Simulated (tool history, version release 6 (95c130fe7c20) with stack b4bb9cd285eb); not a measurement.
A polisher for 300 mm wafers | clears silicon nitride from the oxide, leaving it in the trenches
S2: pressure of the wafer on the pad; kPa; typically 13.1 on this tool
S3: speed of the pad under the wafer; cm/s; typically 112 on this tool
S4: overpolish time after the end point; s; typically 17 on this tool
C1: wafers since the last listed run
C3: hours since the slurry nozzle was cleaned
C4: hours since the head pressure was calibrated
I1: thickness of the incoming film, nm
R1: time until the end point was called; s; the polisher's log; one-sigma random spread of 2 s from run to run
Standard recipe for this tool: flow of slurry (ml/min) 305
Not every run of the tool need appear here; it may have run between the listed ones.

run 1 hour=0 | flow_of_slurry_(ml/min)=355 S2=13.1 S3=104 S4=17 | C1=0 wafers_polished_on_this_pad=1254 C3=357.7 C4=369.2 | I1=74.3 | R1=140
run 2 hour=25.8 | flow_of_slurry_(ml/min)=355 S2=13.1 S3=104 S4=17 | C1=208 wafers_polished_on_this_pad=1463 C3=383.5 C4=395 | I1=75.6 | R1=147.3
-- hour=41.3 worn pad replaced by a new one
run 3 hour=50 | flow_of_slurry_(ml/min)=305 S2=13.1 S3=112 S4=17 | C1=163 wafers_polished_on_this_pad=70 C3=407.7 C4=419.2 | I1=75.8 | R1=130.9
run 4 hour=84.4 | flow_of_slurry_(ml/min)=305 S2=13.1 S3=112 S4=17 | C1=278 wafers_polished_on_this_pad=348 C3=442.1 C4=453.6 | I1=75 | R1=132.4
run 5 hour=108.1 | flow_of_slurry_(ml/min)=305 S2=13.1 S3=112 S4=17 | C1=191 wafers_polished_on_this_pad=540 C3=465.8 C4=477.3 | I1=75.8 | R1=132
run 6 hour=143.1 | flow_of_slurry_(ml/min)=305 S2=13.1 S3=112 S4=17 | C1=283 wafers_polished_on_this_pad=823 C3=500.8 C4=512.3 | I1=74.5 | R1=138.3
run 7 hour=175.3 | flow_of_slurry_(ml/min)=305 S2=10.3 S3=94 S4=17 | C1=260 wafers_polished_on_this_pad=1083 C3=533 C4=544.5 | I1=75 | R1=193
run 8 hour=205 | flow_of_slurry_(ml/min)=305 S2=10.3 S3=94 S4=17 | C1=240 wafers_polished_on_this_pad=1323 C3=562.7 C4=574.2 | I1=73.9 | R1=186.9
-- hour=212.5 worn pad replaced by a new one
-- hour=230.8 head pressure recalibrated
run 9 hour=281.9 | flow_of_slurry_(ml/min)=305 S2=13.1 S3=112 S4=17 | C1=573 wafers_polished_on_this_pad=545 C3=639.6 C4=51.1 | I1=74.8 | R1=151.2
run 10 hour=297.7 | flow_of_slurry_(ml/min)=305 S2=13.1 S3=112 S4=17 | C1=127 wafers_polished_on_this_pad=673 C3=655.4 C4=66.9 | I1=74.8 | R1=153

Run 11 has not been measured yet. What should we expect?
-- hour=303.1 worn pad replaced by a new one, repeated, since the last time left the tool worse
run 11 hour=321.2 | flow_of_slurry_(ml/min)=305 S2=13.1 S3=112 S4=14 | C1=157 wafers_polished_on_this_pad=146 C3=678.9 C4=90.4 | I1=73.4 | R1=?

R1: 132 s
With the hidden condition absent and the run-to-run variation left alone, this run would have shown R1 130.1 s.
